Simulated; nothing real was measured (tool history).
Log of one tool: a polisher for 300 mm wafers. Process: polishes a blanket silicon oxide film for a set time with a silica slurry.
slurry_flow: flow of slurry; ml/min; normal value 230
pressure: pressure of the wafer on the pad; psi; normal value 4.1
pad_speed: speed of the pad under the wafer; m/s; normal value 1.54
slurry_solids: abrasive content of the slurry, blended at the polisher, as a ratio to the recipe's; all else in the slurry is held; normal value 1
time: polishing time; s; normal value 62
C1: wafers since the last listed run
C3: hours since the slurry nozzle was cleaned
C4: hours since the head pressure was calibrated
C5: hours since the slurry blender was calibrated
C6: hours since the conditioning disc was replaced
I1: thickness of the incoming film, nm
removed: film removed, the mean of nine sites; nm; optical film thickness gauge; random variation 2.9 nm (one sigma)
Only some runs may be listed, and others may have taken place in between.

Run 1, hour 0: usual settings; C1 0; wafers polished on this pad 1185; C3 426.6; C4 1059.7; C5 72.2; C6 322.8; I1 1795.3. Result: removed 261.6 nm.
Run 2, hour 10.4: usual settings; C1 64; wafers polished on this pad 1249; C3 437; C4 1070.1; C5 82.6; C6 333.2; I1 1779.3. Result: removed 261.6 nm.
At hour 13.3: conditioning disc replaced and pad reconditioned.
Run 3, hour 22.6: usual settings; C1 62; wafers polished on this pad 1312; C3 449.2; C4 1082.3; C5 94.8; C6 9.3; I1 1791.6. Result: removed 262.3 nm.
Run 4, hour 31.3: usual settings but slurry_solids 1.2; C1 53; wafers polished on this pad 1365; C3 457.9; C4 1091; C5 103.5; C6 18; I1 1803.8. Result: removed 292.1 nm.
At hour 42.9: worn pad replaced by a new one, of another model than before.
Run 5, hour 43.4: usual settings but slurry_solids 1.2; C1 49; wafers polished on this pad 3; C3 470; C4 1103.1; C5 115.6; C6 30.1; I1 1824.6. Result: removed 290.9 nm.
Run 6, hour 46.2: usual settings but slurry_flow 290 ml/min, pad_speed 1.9 m/s; C1 17; wafers polished on this pad 20; C3 472.8; C4 1105.9; C5 118.4; C6 32.9; I1 1795.1. Result: removed 290.3 nm.
Run 7, hour 59.5: usual settings; C1 81; wafers polished on this pad 102; C3 486.1; C4 1119.2; C5 131.7; C6 46.2; I1 1794.6. Result: removed 264 nm.
Run 8, hour 67.9: usual settings but pad_speed 1.82 m/s; C1 51; wafers polished on this pad 154; C3 494.5; C4 1127.6; C5 140.1; C6 54.6; I1 1793.6. Result: removed 275.3 nm.
At hour 76.5: slurry nozzle cleaned.
At hour 81.9: head pressure recalibrated.
Run 9, hour 82.6: usual settings; C1 72; wafers polished on this pad 226; C3 6.1; C4 0.7; C5 154.8; C6 69.3; I1 1772.3. Result: removed 260.6 nm.
Run 10, hour 94.7: usual settings but slurry_flow 260 ml/min; C1 74; wafers polished on this pad 300; C3 18.2; C4 12.8; C5 166.9; C6 81.4; I1 1785.5. Result: removed 264.1 nm.
At hour 100: slurry blender recalibrated.
Run 11, hour 107.9: usual settings but pad_speed 1.14 m/s, slurry_solids 0.9; C1 68; wafers polished on this pad 369; C3 31.4; C4 26; C5 7.9; C6 94.6; I1 1814.3. Result: removed 245.7 nm.
Run 12, hour 123.4: usual settings but slurry_flow 255 ml/min, pressure 5 psi, slurry_solids 0.75, time 42 s; C1 95; wafers polished on this pad 465; C3 46.9; C4 41.5; C5 23.4; C6 110.1; I1 1793.4. Result: removed 172.9 nm.
Run 13, hour 137.5: usual settings but pressure 2.9 psi, slurry_solids 1.25, time 45 s; C1 86; wafers polished on this pad 551; C3 61; C4 55.6; C5 37.5; C6 124.2; I1 1798.6. Result: removed 189.5 nm.
Run 14, hour 147.9: usual settings but slurry_flow 265 ml/min, pressure 4.7 psi; C1 64; wafers polished on this pad 616; C3 71.4; C4 66; C5 47.9; C6 134.6; I1 1796.4. Result: removed 299.4 nm.
Run 15, hour 158.1: usual settings but slurry_flow 200 ml/min; C1 62; wafers polished on this pad 678; C3 81.6; C4 76.2; C5 58.1; C6 144.8; I1 1822.9. Result: removed 262 nm.
Run 16, hour 170.1: usual settings but slurry_flow 200 ml/min; C1 73; wafers polished on this pad 752; C3 93.6; C4 88.2; C5 70.1; C6 156.8; I1 1786.2. Result: removed 258.8 nm.
Run 17, hour 181.4: usual settings; C1 69; wafers polished on this pad 822; C3 104.9; C4 99.5; C5 81.4; C6 168.1; I1 1788.4. Result: removed 263 nm.
Run 18, hour 197: usual settings but pad_speed 1.8 m/s, slurry_solids 0.9; C1 96; wafers polished on this pad 918; C3 120.5; C4 115.1; C5 97; C6 183.7; I1 1774.9. Result: removed 258.1 nm.
Run 19, hour 210.3: usual settings but slurry_flow 260 ml/min; C1 81; wafers polished on this pad 1000; C3 133.8; C4 128.4; C5 110.3; C6 197; I1 1793.8. Result: removed 269.4 nm.
Run 20, hour 225.7: usual settings but pressure 3.1 psi, pad_speed 1.98 m/s, time 75 s; C1 94; wafers polished on this pad 1095; C3 149.2; C4 143.8; C5 125.7; C6 212.4; I1 1818.2. Result: removed 298.1 nm.
At hour 239.9: worn pad replaced by a new one.
Run 21, hour 240.4: usual settings but pressure 5.1 psi, pad_speed 1.24 m/s, slurry_solids 0.75, time 73 s; C1 65; wafers polished on this pad 3; C3 163.9; C4 158.5; C5 140.4; C6 227.1; I1 1791.3. Result: removed 269.7 nm.
Run 22, hour 246.9: usual settings but pressure 4.5 psi, slurry_solids 0.9; C1 40; wafers polished on this pad 43; C3 170.4; C4 165; C5 146.9; C6 233.6; I1 1757.2. Result: removed 255.3 nm.
Run 23, hour 288.9: usual settings but pressure 4.6 psi; C1 258; wafers polished on this pad 301; C3 212.4; C4 207; C5 188.9; C6 275.6; I1 1788.1. Result: removed 280.8 nm.
At hour 292.2: slurry blender recalibrated.
Run 24, hour 296.5: usual settings but pad_speed 2.04 m/s, slurry_solids 0.8; C1 34; wafers polished on this pad 336; C3 220; C4 214.6; C5 4.3; C6 283.2; I1 1785.8. Result: removed 265.9 nm.
Run 25, hour 303.5: usual settings but slurry_flow 195 ml/min, time 73 s; C1 43; wafers polished on this pad 379; C3 227; C4 221.6; C5 11.3; C6 290.2; I1 1815.2. Result: removed 320.4 nm.

Below are 5 alternative next runs, each starting from the tool's condition after run 25. Predict each:
Run A, hour 303.9: usual settings but pad_speed 1.4 m/s; C1 2; wafers polished on this pad 381; C3 227.4; C4 222; C5 11.7; C6 290.6; I1 1776.3. Result: removed ?.
Run B, hour 303.9: usual settings but pressure 5.3 psi, time 52 s; C1 2; wafers polished on this pad 381; C3 227.4; C4 222; C5 11.7; C6 290.6; I1 1776.3. Result: removed ?.
Run C, hour 303.9: usual settings but pressure 4.9 psi; C1 2; wafers polished on this pad 381; C3 227.4; C4 222; C5 11.7; C6 290.6; I1 1776.3. Result: removed ?.
Run D, hour 303.9: usual settings but pad_speed 2.04 m/s, time 47 s; C1 2; wafers polished on this pad 381; C3 227.4; C4 222; C5 11.7; C6 290.6; I1 1776.3. Result: removed ?.
Run E, hour 303.9: usual settings but slurry_flow 260 ml/min, slurry_solids 0.85, time 43 s; C1 2; wafers polished on this pad 381; C3 227.4; C4 222; C5 11.7; C6 290.6; I1 1776.3. Result: removed ?.

run  removed
  A      275
  B    272.7
  C    310.6
  D    231.1
  E    180.3
What these runs would have given with no unlogged condition in the tool:
run  removed
  A    279.2
  B    276.9
  C    315.4
  D    234.7
  E    183.4
